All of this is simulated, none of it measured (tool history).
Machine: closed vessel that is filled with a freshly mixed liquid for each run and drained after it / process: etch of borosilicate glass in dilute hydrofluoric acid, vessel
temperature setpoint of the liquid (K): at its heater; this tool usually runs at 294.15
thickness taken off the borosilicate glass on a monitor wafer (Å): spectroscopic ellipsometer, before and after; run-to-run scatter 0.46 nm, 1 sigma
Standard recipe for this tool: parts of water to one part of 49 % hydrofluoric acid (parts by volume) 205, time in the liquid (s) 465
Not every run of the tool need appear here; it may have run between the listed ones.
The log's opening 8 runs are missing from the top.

run      day  temperature setpoint of the liquid (K)  parts of water to one part of 49 % hydrofluoric acid (parts by volume)  time in the liquid (s)  wafers since the last listed run  hours since the thermometer was replaced  hours since the hydrofluoric acid flow meter was replaced  hours since the gauge calibration  read-back film thickness of the borosilicate glass reference wafer, read on the same gauge (nm)  thickness taken off the borosilicate glass on a monitor wafer (Å)
  9   22.725                                  294.15                                                                     205                     465                              5203                                    2064.5                                                      614.5                             2419.9                                                                                            89.97                                                              481.3
      33.529  -- hydrofluoric acid flow meter replaced
 10   33.979                                  294.15                                                                     205                     525                             17035                                    2334.6                                                       10.8                               2690                                                                                            89.99                                                                548
 11   38.446                                  294.15                                                                     205                     525                              6786                                    2441.8                                                        118                             2797.2                                                                                            90.02                                                              540.6
 12   39.988                                  294.15                                                                     205                     465                              2342                                    2478.8                                                        155                             2834.2                                                                                            89.99                                                              484.8
 13   42.558                                  294.15                                                                     205                     465                              3905                                    2540.5                                                      216.7                             2895.9                                                                                            90.01                                                              483.5
      42.992  -- thermometer replaced
 14   44.242                                  294.15                                                                     205                     600                              2494                                        30                                                      257.1                             2936.3                                                                                            90.01                                                              627.2
      45.458  -- gauge calibrated
 15   46.954                                  297.15                                                                     240                     240                              4121                                      95.1                                                      322.2                               35.9                                                                                            90.02                                                              225.4
 16   48.671                                  294.15                                                                     285                     465                              2608                                     136.3                                                      363.4                               77.1                                                                                            90.01                                                              326.9
 17   50.675                                  294.15                                                                     275                     465                              3044                                     184.4                                                      411.5                              125.2                                                                                            90.04                                                                337
 18   53.721                                  296.15                                                                     205                     465                              4627                                     257.5                                                      484.6                              198.3                                                                                            90.01                                                              522.2
 19   62.225                                  297.65                                                                     175                     355                             12920                                     461.6                                                      688.7                              402.4                                                                                            89.98                                                              514.9
      63.592  -- hydrofluoric acid flow meter replaced
 20   65.238                                  294.15                                                                     205                     465                              4513                                     533.9                                                       39.5                              474.7                                                                                            89.99                                                              489.1
 21   73.792                                  295.65                                                                     285                     315                             12996                                     739.2                                                      244.8                                680                                                                                            89.98                                                              230.8
 22   75.379                                  296.65                                                                     205                     700                              2411                                     777.3                                                      282.9                              718.1                                                                                            90.02                                                              797.8
 23   78.404                                  294.15                                                                     125                     465                              4595                                     849.9                                                      355.5                              790.7                                                                                               90                                                              869.2
 24   81.854                                  292.65                                                                     155                     680                              5241                                     932.7                                                      438.3                              873.5                                                                                            89.99                                                              918.8
 25   84.933                                  292.65                                                                     260                     565                              4678                                    1006.6                                                      512.2                              947.4                                                                                            89.98                                                              421.9
 26   88.721                                  292.15                                                                     250                     465                              5754                                    1097.5                                                      603.1                             1038.3                                                                                            90.01                                                              351.8
 27   91.854                                  298.15                                                                     105                     245                              4760                                    1172.7                                                      678.3                             1113.5                                                                                            90.02                                                              642.2
 28   95.775                                  297.65                                                                     110                     465                              5956                                    1266.8                                                      772.4                             1207.6                                                                                               90                                                             1136.3
 29   99.175                                  294.15                                                                     205                     465                              5165                                    1348.4                                                        854                             1289.2                                                                                            89.98                                                              485.7
      99.954  -- hydrofluoric acid flow meter replaced
 30  102.467                                  294.15                                                                     205                     465                              4937                                    1427.4                                                       60.3                             1368.2                                                                                            89.97                                                              480.8

Predict the results of run 31:
 31  104.246                                  290.15                                                                     285                     305                              2703                                    1470.1                                                        103                             1410.9                                                                                                ?                                                                  ?

Run 31 came out at read-back film thickness of the borosilicate glass reference wafer, read on the same gauge (nm) 89.99, thickness taken off the borosilicate glass on a monitor wafer (Å) 182.1.
Without the tool's hidden state the same run would have given thickness taken off the borosilicate glass on a monitor wafer (Å) 182.1.
